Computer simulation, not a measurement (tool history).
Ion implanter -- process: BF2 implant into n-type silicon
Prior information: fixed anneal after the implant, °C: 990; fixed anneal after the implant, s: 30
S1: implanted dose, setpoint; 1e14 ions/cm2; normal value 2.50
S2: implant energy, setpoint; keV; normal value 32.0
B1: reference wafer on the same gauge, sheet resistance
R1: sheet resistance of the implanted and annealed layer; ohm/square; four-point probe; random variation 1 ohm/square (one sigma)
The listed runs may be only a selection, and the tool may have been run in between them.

{"run": 1, "day": 0.0, "S1": 2.5, "S2": 32.0, "B1": 533.48, "R1": 466.31}
{"run": 2, "day": 0.7, "S1": 2.5, "S2": 32.0, "B1": 533.86, "R1": 464.98}
{"run": 3, "day": 0.992, "S1": 2.5, "S2": 32.0, "B1": 534.02, "R1": 466.55}
{"run": 4, "day": 1.617, "S1": 2.5, "S2": 32.0, "B1": 533.99, "R1": 465.9}
{"run": 5, "day": 2.025, "S1": 2.5, "S2": 32.0, "B1": 533.61, "R1": 466.6}
{"day": 3.417, "done": "Faraday cup replaced and dose calibrated"}
{"run": 6, "day": 3.438, "S1": 2.5, "S2": 32.0, "B1": 533.91, "R1": 447.66}
{"day": 4.154, "done": "extraction supply calibrated"}
{"run": 7, "day": 4.175, "S1": 2.01, "S2": 32.0, "B1": 533.89, "R1": 535.98}
{"run": 8, "day": 4.55, "S1": 2.01, "S2": 32.0, "B1": 534.21, "R1": 538.14}
{"run": 9, "day": 4.962, "S1": 2.01, "S2": 32.0, "B1": 533.35, "R1": 535.0}
{"day": 5.146, "done": "gauge calibrated"}
{"run": 10, "day": 5.512, "S1": 2.04, "S2": 36.0, "B1": 534.18, "R1": 524.14}

Expected results for the next run?
{"run": 11, "day": 5.988, "S1": 3.0, "S2": 41.5, "B1": "?", "R1": "?"}

B1: 533.97
R1: 378.38 ohm/square
Had the tool carried no hidden state, the very same run would have given R1 376.73 ohm/square.

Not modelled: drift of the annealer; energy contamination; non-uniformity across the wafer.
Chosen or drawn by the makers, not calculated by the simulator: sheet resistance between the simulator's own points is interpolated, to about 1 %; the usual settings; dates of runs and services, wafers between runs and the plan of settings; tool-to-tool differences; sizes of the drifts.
